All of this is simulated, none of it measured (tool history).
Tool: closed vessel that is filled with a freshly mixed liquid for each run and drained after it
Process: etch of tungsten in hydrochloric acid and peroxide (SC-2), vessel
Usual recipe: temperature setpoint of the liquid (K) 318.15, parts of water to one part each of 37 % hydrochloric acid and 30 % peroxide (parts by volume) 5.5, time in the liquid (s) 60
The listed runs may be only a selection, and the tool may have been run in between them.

run    hour  temperature setpoint of the liquid (K)  parts of water to one part each of 37 % hydrochloric acid and 30 % peroxide (parts by volume)  time in the liquid (s)  wafers since the last listed run  hours since the thermometer was replaced  hours since the chemicals flow meter was replaced  hours since the drum of peroxide was connected  hours since the gauge calibration  read-back film thickness of the tungsten reference wafer, read on the same gauge (nm)  thickness taken off the tungsten on a monitor wafer (Å)
  1       0                                  318.15                                                                                            5.5                      60                                 0                                     214.6                                              337.4                                           602.2                              119.1                                                                                     30                                                    112.8
  2    77.2                                  318.15                                                                                            5.5                      60                              9588                                     291.8                                              414.6                                           679.4                              196.3                                                                                  30.02                                                    112.1
       83.1  -- new drum of peroxide connected, repeated, since the last time left the tool worse
  3   124.1                                  318.15                                                                                            5.5                      80                              5700                                     338.7                                              461.5                                              41                              243.2                                                                                  30.01                                                    162.7
  4   188.7                                  318.15                                                                                            5.5                      80                              8023                                     403.3                                              526.1                                           105.6                              307.8                                                                                     30                                                    163.3
  5   290.2                                  318.15                                                                                            5.5                      80                             12606                                     504.8                                              627.6                                           207.1                              409.3                                                                                     30                                                    162.2
  6   333.1                                  322.15                                                                                            5.5                      35                              5328                                     547.7                                              670.5                                             250                              452.2                                                                                     30                                                     93.3
  7   417.4                                  318.15                                                                                            5.5                      60                             10470                                       632                                              754.8                                           334.3                              536.5                                                                                  29.99                                                    120.8
      429.4  -- chemicals flow meter replaced
  8   520.7                                  312.65                                                                                            7.5                      35                             12705                                     735.3                                               91.3                                           437.6                              639.8                                                                                     30                                                     37.8
  9   606.4                                  318.15                                                                                            5.5                      60                             10644                                       821                                                177                                           523.3                              725.5                                                                                  29.98                                                    119.8
 10     664                                  318.15                                                                                            6.5                      40                              7154                                     878.6                                              234.6                                           580.9                              783.1                                                                                     30                                                     70.1
 11   768.4                                  318.15                                                                                            7.5                      75                             12966                                       983                                                339                                           685.3                              887.5                                                                                  30.01                                                    116.9
      776.6  -- thermometer replaced
      895.2  -- new drum of peroxide connected
 12  1067.5                                  325.15                                                                                            5.5                      70                             36900                                     290.9                                              638.1                                           172.3                             1186.6                                                                                     30                                                    229.2
 13  1124.2                                  318.15                                                                                            5.5                      30                              7042                                     347.6                                              694.8                                             229                             1243.3                                                                                  30.02                                                       61
 14    1220                                  310.15                                                                                            5.5                      90                             11898                                     443.4                                              790.6                                           324.8                             1339.1                                                                                  30.01                                                    103.3
     1317.4  -- chemicals flow meter replaced
 15  1413.4                                  311.15                                                                                            5.5                      60                             23896                                     636.8                                                 96                                           518.2                             1532.5                                                                                     30                                                     73.3
 16  1513.3                                  318.15                                                                                            5.5                      60                             12407                                     736.7                                              195.9                                           618.1                             1632.4                                                                                  30.01                                                    119.4
 17  1574.1                                  318.15                                                                                              4                      60                              7551                                     797.5                                              256.7                                           678.9                             1693.2                                                                                     30                                                    148.9
 18    1635                                  321.15                                                                                              4                      60                              7563                                     858.4                                              317.6                                           739.8                             1754.1                                                                                  30.01                                                    183.2
     1687.3  -- thermometer replaced
 19  1704.6                                  318.15                                                                                            5.5                      60                              8520                                      17.3                                              387.2                                           809.4                             1823.7                                                                                     30                                                    118.6
       1767  -- new drum of peroxide connected
 20    1771                                  308.65                                                                                            5.5                      60                              8122                                      83.7                                              453.6                                               4                             1890.1                                                                                     30                                                     62.8
 21  1861.4                                  314.65                                                                                            5.5                      85                             11227                                     174.1                                                544                                            94.4                             1980.5                                                                                     30                                                      136
 22  1951.2                                  325.65                                                                                            5.5                      60                             11153                                     263.9                                              633.8                                           184.2                             2070.3                                                                                  29.99                                                    201.4
 23  2062.4                                  318.15                                                                                            5.5                      90                             13811                                     375.1                                                745                                           295.4                             2181.5                                                                                     30                                                    183.4
 24    2148                                  321.65                                                                                            7.5                      90                             10631                                     460.7                                              830.6                                             381                             2267.1                                                                                  29.98                                                    182.6
 25    2228                                  320.65                                                                                            5.5                      60                              9936                                     540.7                                              910.6                                             461                             2347.1                                                                                  29.99                                                    144.1
     2239.4  -- chemicals flow meter replaced
 26  2329.5                                  318.15                                                                                              4                      75                             12482                                     642.2                                               90.1                                           562.5                             2448.6                                                                                     30                                                    187.7
 27  2413.2                                  318.15                                                                                            5.5                      60                             10395                                     725.9                                              173.8                                           646.2                             2532.3                                                                                  30.03                                                    120.2
 28  2499.7                                  320.65                                                                                            4.5                      45                             10743                                     812.4                                              260.3                                           732.7                             2618.8                                                                                  29.99                                                      123
     2584.1  -- new drum of peroxide connected
 29    2590                                  325.65                                                                                            5.5                      30                             11091                                     902.7                                              350.6                                             5.9                             2709.1                                                                                     30                                                    101.5
     2651.7  -- thermometer replaced
 30  2724.8                                  314.65                                                                                              8                      50                             16618                                      73.1                                              485.4                                           140.7                             2843.9                                                                                  29.99                                                     60.1

The tool's hidden state at each run:
liquid hotter than its thermometer reads (K): 0 in every run
chemicals flow above the setpoint (%): 0 in every run
gauge reads high (%): 0 in every run
H1: peroxide weaker than its label (%)
run      H1
  1      10
  2    10.4
  3   0.685
  4   0.973
  5    1.43
  6    1.62
  7    1.99
  8    2.45
  9    2.84
 10    3.09
 11    3.56
 12   0.987
 13    1.24
 14    1.67
 15    2.53
 16    2.98
 17    3.25
 18    3.52
 19    3.83
 20  0.0184
 21   0.422
 22   0.822
 23    1.32
 24     1.7
 25    2.06
 26    2.51
 27    2.88
 28    3.27
 29    0.26
 30   0.861
